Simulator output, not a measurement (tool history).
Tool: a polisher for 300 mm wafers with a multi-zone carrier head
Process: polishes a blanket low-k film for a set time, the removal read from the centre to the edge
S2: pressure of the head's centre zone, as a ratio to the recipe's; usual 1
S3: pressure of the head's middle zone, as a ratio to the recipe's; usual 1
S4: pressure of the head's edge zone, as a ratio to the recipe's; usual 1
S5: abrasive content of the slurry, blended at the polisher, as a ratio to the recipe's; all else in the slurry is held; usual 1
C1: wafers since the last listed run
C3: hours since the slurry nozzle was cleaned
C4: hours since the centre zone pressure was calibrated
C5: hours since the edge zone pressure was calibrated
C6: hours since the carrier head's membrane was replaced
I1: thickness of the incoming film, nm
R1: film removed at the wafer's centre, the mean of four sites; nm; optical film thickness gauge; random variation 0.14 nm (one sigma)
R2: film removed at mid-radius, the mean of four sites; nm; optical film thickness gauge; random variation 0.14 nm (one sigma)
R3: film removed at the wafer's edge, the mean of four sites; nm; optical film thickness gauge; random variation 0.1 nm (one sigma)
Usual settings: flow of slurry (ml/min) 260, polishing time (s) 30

Run 1, hour 0: usual settings; C1 0; wafers polished on this pad 1319; C3 559.6; C4 347.8; C5 359; C6 27; I1 685.3. Result: R1 14 nm, R2 14.6 nm, R3 15.4 nm.
Run 2, hour 34: usual settings; C1 442; wafers polished on this pad 1762; C3 593.6; C4 381.8; C5 393; C6 61; I1 679.5. Result: R1 13.9 nm, R2 14.5 nm, R3 15.4 nm.
At hour 53: edge zone pressure recalibrated.
Run 3, hour 59.4: usual settings but S4 1.06; C1 304; wafers polished on this pad 2067; C3 619; C4 407.2; C5 6.4; C6 86.4; I1 701.4. Result: R1 14 nm, R2 14.3 nm, R3 15.7 nm.
At hour 87.4: centre zone pressure recalibrated.
Run 4, hour 87.9: usual settings; C1 345; wafers polished on this pad 2412; C3 647.5; C4 0.5; C5 34.9; C6 114.9; I1 691.6. Result: R1 14.7 nm, R2 14.5 nm, R3 15.3 nm.
At hour 105.8: worn pad replaced by a new one.
Run 5, hour 106.3: usual settings; C1 187; wafers polished on this pad 6; C3 665.9; C4 18.9; C5 53.3; C6 133.3; I1 685.9. Result: R1 14.5 nm, R2 14.5 nm, R3 15.3 nm.
Run 6, hour 138.9: usual settings; C1 424; wafers polished on this pad 430; C3 698.5; C4 51.5; C5 85.9; C6 165.9; I1 683.4. Result: R1 14.5 nm, R2 14.4 nm, R3 15.3 nm.
Run 7, hour 156.4: usual settings but S2 1.04, S3 0.96, S4 0.88, polishing time (s) 20; C1 227; wafers polished on this pad 658; C3 716; C4 69; C5 103.4; C6 183.4; I1 699.5. Result: R1 9.9 nm, R2 9.2 nm, R3 9.5 nm.
Run 8, hour 178.8: usual settings but S2 1.04, S3 1.09, S4 1.04; C1 291; wafers polished on this pad 950; C3 738.4; C4 91.4; C5 125.8; C6 205.8; I1 681.7. Result: R1 15 nm, R2 15.7 nm, R3 15.5 nm.
Run 9, hour 195.2: usual settings but S4 1.12, polishing time (s) 36; C1 213; wafers polished on this pad 1164; C3 754.8; C4 107.8; C5 142.2; C6 222.2; I1 696. Result: R1 17.4 nm, R2 17.3 nm, R3 19.3 nm.
Run 10, hour 229.6: usual settings but S3 1.1, S4 1.12; C1 448; wafers polished on this pad 1612; C3 789.2; C4 142.2; C5 176.6; C6 256.6; I1 682.8. Result: R1 14 nm, R2 15.5 nm, R3 15.8 nm.
At hour 245.7: slurry nozzle cleaned.
Run 11, hour 261.1: usual settings; C1 397; wafers polished on this pad 2009; C3 15.4; C4 173.7; C5 208.1; C6 288.1; I1 698.5. Result: R1 14.7 nm, R2 15.3 nm, R3 16 nm.
Run 12, hour 279.7: usual settings but polishing time (s) 34; C1 242; wafers polished on this pad 2252; C3 34; C4 192.3; C5 226.7; C6 306.7; I1 685.2. Result: R1 17 nm, R2 17 nm, R3 17.9 nm.
At hour 287.7: worn pad replaced by a new one.
Run 13, hour 307.6: usual settings but S2 0.94, S4 0.94; C1 311; wafers polished on this pad 259; C3 61.9; C4 220.2; C5 254.6; C6 334.6; I1 678.2. Result: R1 14 nm, R2 15.4 nm, R3 15.4 nm.
Run 14, hour 336.3: usual settings but S4 0.89, polishing time (s) 35; C1 373; wafers polished on this pad 633; C3 90.6; C4 248.9; C5 283.3; C6 363.3; I1 684.7. Result: R1 17.3 nm, R2 17.5 nm, R3 17.6 nm.
Run 15, hour 367: usual settings but flow of slurry (ml/min) 340, S4 1.09, polishing time (s) 24; C1 399; wafers polished on this pad 1033; C3 121.3; C4 279.6; C5 314; C6 394; I1 685.3. Result: R1 12.2 nm, R2 12.4 nm, R3 13.6 nm.
Run 16, hour 396.5: usual settings; C1 384; wafers polished on this pad 1417; C3 150.8; C4 309.1; C5 343.5; C6 423.5; I1 693.4. Result: R1 14.7 nm, R2 15.2 nm, R3 15.8 nm.
At hour 410.7: edge zone pressure recalibrated.
Run 17, hour 411.2: usual settings but S4 0.89, polishing time (s) 26; C1 165; wafers polished on this pad 1582; C3 165.5; C4 323.8; C5 0.5; C6 438.2; I1 686. Result: R1 12.6 nm, R2 13.1 nm, R3 12.8 nm.
Run 18, hour 436.4: usual settings; C1 328; wafers polished on this pad 1911; C3 190.7; C4 349; C5 25.7; C6 463.4; I1 693.5. Result: R1 14.4 nm, R2 15.1 nm, R3 15.7 nm.

Run 19 comes next. What will it give?
Run 19, hour 460.6: usual settings but S2 1.07, S4 0.92; C1 315; wafers polished on this pad 2226; C3 214.9; C4 373.2; C5 49.9; C6 487.6; I1 687.2. Result: R1 ?, R2 ?, R3 ?.

{"run 19": {"R1": 15.4, "R2": 15.1, "R3": 15.2}}
Without the tool's hidden state the same run would have given R1 16.6 nm, R2 15.2 nm, R3 15.3 nm.
